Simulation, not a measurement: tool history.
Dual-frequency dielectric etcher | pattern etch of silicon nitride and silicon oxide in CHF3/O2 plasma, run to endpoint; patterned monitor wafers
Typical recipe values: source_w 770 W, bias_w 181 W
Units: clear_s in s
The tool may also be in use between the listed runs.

run,hour,source_w,bias_w,"incoming incoming film thickness, nm",clear_s
1,0.0,770,181,215.1,135.7
# hour 31.2: wet clean of the chamber
2,46.2,770,181,211.2,131.1
3,76.9,770,214,213.1,125.5
4,118.9,770,214,211.5,126.2
5,155.3,770,214,209.7,124.9
6,348.9,700,159,213.5,144.3
7,384.0,830,201,212.8,127.1
8,448.9,770,181,212.6,136.2
9,484.8,680,181,214.6,143.9
10,531.7,680,181,211.3,141.6
11,556.1,770,181,213.2,138.2
# hour 621.2: wet clean of the chamber
12,621.7,770,181,211.9,127.9
13,656.5,770,181,212.2,129.6
14,703.3,770,181,210.1,127.4
15,747.2,770,181,213.5,130.0
16,812.4,600,181,210.0,141.0
17,841.8,770,181,213.7,132.3
18,892.2,960,196,212.2,119.2
19,944.2,910,209,211.3,119.8
# hour 976.4: source power generator calibrated
20,978.4,770,181,213.6,134.6
21,1038.3,770,181,215.8,135.7
# hour 1071.3: bias power generator calibrated
22,1126.4,910,219,210.4,119.3
23,1168.8,770,181,211.0,134.7
24,1203.8,770,181,212.5,134.3
# hour 1254.2: upper electrode replaced
# hour 1272.9: wet clean of the chamber
25,1273.4,770,208,211.4,122.9
26,1315.2,770,221,211.6,121.8
27,1503.7,770,139,211.6,138.7
28,1535.5,820,153,210.3,133.4
29,1573.3,590,196,212.5,142.9
30,1616.0,720,202,213.7,131.9

For some of the steps in clear_s from one run to the next: how much would appear even if the tool had no hidden state, given the settings, what came in and random variation, and how much remains for the hidden state plus any gauge scatter that the measured result and the result without hidden state don't share?
Unlogged tool condition in this case: etch rate over this chamber's usual, %; source power that arrives over what is set, %; bias power that arrives over what is set, %.
Run 1 -> 2: wet clean of the chamber. clear_s -4.6 s: hidden state -3.2, all else -1.4.
Run 5 -> 6: source_w 770 -> 700, bias_w 214 -> 159. clear_s +19.4 s: hidden state +3.0, all else +16.4.
Run 6 -> 7: source_w 700 -> 830, bias_w 159 -> 201. clear_s -17.2 s: hidden state -0.3, all else -16.9.
Run 11 -> 12: wet clean of the chamber. clear_s -10.3 s: hidden state -8.8, all else -1.5.
Run 24 -> 25: bias_w 181 -> 208, upper electrode replaced, wet clean of the chamber. clear_s -11.4 s: hidden state -6.7, all else -4.7.
Run 26 -> 27: bias_w 221 -> 139. clear_s +16.9 s: hidden state +2.6, all else +14.3.
